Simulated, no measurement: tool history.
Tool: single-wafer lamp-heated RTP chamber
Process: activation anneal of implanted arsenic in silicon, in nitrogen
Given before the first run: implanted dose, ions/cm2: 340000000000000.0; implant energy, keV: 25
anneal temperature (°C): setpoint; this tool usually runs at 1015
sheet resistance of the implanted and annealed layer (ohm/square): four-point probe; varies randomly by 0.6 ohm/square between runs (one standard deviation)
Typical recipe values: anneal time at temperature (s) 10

| run | hour | anneal temperature (°C) | anneal time at temperature (s) | wafers since the last listed run | wafers since the last pyrometer calibration | wafers since the reflector plate was cleaned | hours since the gauge calibration | read-back reference wafer on the same gauge, sheet resistance | sheet resistance of the implanted and annealed layer (ohm/square) |
|---|---|---|---|---|---|---|---|---|---|
| 1 | 0 | 1015 | 10 | 0 | 856 | 8568 | 1272.4 | 254 | 273.61 |
| 2 | 47.1 | 1015 | 10 | 515 | 1372 | 9084 | 1319.5 | 254.16 | 273.81 |
| 3 | 103.3 | 1015 | 10 | 615 | 1987 | 9699 | 1375.7 | 253.97 | 272.19 |
| 4 | 164 | 992 | 10 | 664 | 2651 | 10364 | 1436.4 | 254.04 | 275.89 |
|  | 227.1 | reflector plate cleaned |
| 5 | 241.8 | 992 | 10 | 763 | 3415 | 161 | 1514.2 | 254.06 | 275.64 |
| 6 | 289.2 | 992 | 10 | 518 | 3934 | 680 | 1561.6 | 253.93 | 275.08 |
|  | 455.9 | gauge calibrated |
|  | 559.3 | pyrometer window cleaned and pyrometer calibrated |
| 7 | 578.9 | 1038 | 10 | 3083 | 214 | 3763 | 123 | 254.08 | 271.57 |
| 8 | 658.4 | 1038 | 10 | 870 | 1084 | 4633 | 202.5 | 254.02 | 271.41 |
| 9 | 705.2 | 1038 | 10 | 512 | 1596 | 5145 | 249.3 | 254.05 | 271.44 |
| 10 | 756.3 | 1015 | 5 | 559 | 2156 | 5705 | 300.4 | 254.03 | 275.97 |
| 11 | 831 | 1015 | 5 | 817 | 2973 | 6522 | 375.1 | 253.99 | 276.71 |
| 12 | 888.7 | 1015 | 5 | 631 | 3605 | 7154 | 432.8 | 253.95 | 276.91 |
| 13 | 953.4 | 1024 | 10 | 708 | 4313 | 7862 | 497.5 | 254.08 | 273.33 |
| 14 | 998.2 | 1024 | 10 | 490 | 4803 | 8352 | 542.3 | 253.87 | 272.5 |
| 15 | 1061.1 | 1024 | 10 | 688 | 5492 | 9041 | 605.2 | 253.98 | 271.82 |
|  | 1109.1 | pyrometer window cleaned and pyrometer calibrated |
|  | 1116.2 | reflector plate cleaned |
| 16 | 1135.3 | 1015 | 8 | 646 | 208 | 208 | 679.4 | 254.02 | 274.23 |
| 17 | 1201.7 | 1007 | 12 | 726 | 935 | 935 | 745.8 | 253.97 | 273.16 |
| 18 | 1283.6 | 1028 | 14 | 896 | 1831 | 1831 | 827.7 | 253.99 | 271.23 |
| 19 | 1368.6 | 991 | 13 | 930 | 2762 | 2762 | 912.7 | 254 | 274.3 |
| 20 | 1467.9 | 1015 | 10 | 1086 | 3848 | 3848 | 1012 | 253.91 | 271.97 |
| 21 | 1575.5 | 1015 | 10 | 1177 | 5026 | 5026 | 1119.6 | 253.9 | 274.43 |
|  | 1724 | pyrometer window cleaned and pyrometer calibrated |
| 22 | 1800.2 | 989 | 6 | 2371 | 834 | 7398 | 1344.3 | 254.08 | 277.24 |
|  | 1822.4 | gauge calibrated |
| 23 | 1896.6 | 1038 | 12 | 1055 | 1889 | 8453 | 74.2 | 253.98 | 269.97 |
| 24 | 1975.4 | 1015 | 10 | 862 | 2751 | 9316 | 153 | 253.92 | 273.42 |
|  | 2033.6 | reflector plate cleaned |
| 25 | 2062.1 | 1015 | 12 | 861 | 3613 | 312 | 239.7 | 254.05 | 272.58 |
| 26 | 2155.2 | 992 | 5 | 1019 | 4632 | 1331 | 332.8 | 254.14 | 276.32 |
| 27 | 2247.7 | 1015 | 10 | 1012 | 5644 | 2343 | 425.3 | 254.17 | 273.64 |
| 28 | 2291.1 | 1038 | 15 | 475 | 6119 | 2818 | 468.7 | 254.01 | 268.52 |
|  | 2329.2 | pyrometer window cleaned and pyrometer calibrated |
| 29 | 2359.4 | 1015 | 10 | 660 | 330 | 3478 | 537 | 253.91 | 273.89 |
| 30 | 2433.2 | 1015 | 15 | 807 | 1137 | 4286 | 610.8 | 253.96 | 271.95 |

Here are 3 independent what-if runs from the current tool condition. What would each one return?
| A | 2433.6 | 1015 | 10 | 4 | 1142 | 4291 | 611.2 | ? | ? |
| B | 2433.6 | 996 | 14 | 4 | 1142 | 4291 | 611.2 | ? | ? |
| C | 2433.6 | 999 | 13 | 4 | 1142 | 4291 | 611.2 | ? | ? |

| run | read-back reference wafer on the same gauge, sheet resistance | sheet resistance of the implanted and annealed layer (ohm/square) |
|---|---|---|
| A | 253.94 | 272.71 |
| B | 253.94 | 273 |
| C | 253.94 | 273.04 |
With no hidden state in the tool, these same runs would have given:
| run | sheet resistance of the implanted and annealed layer (ohm/square) |
|---|---|
| A | 272.71 |
| B | 273 |
| C | 273.04 |
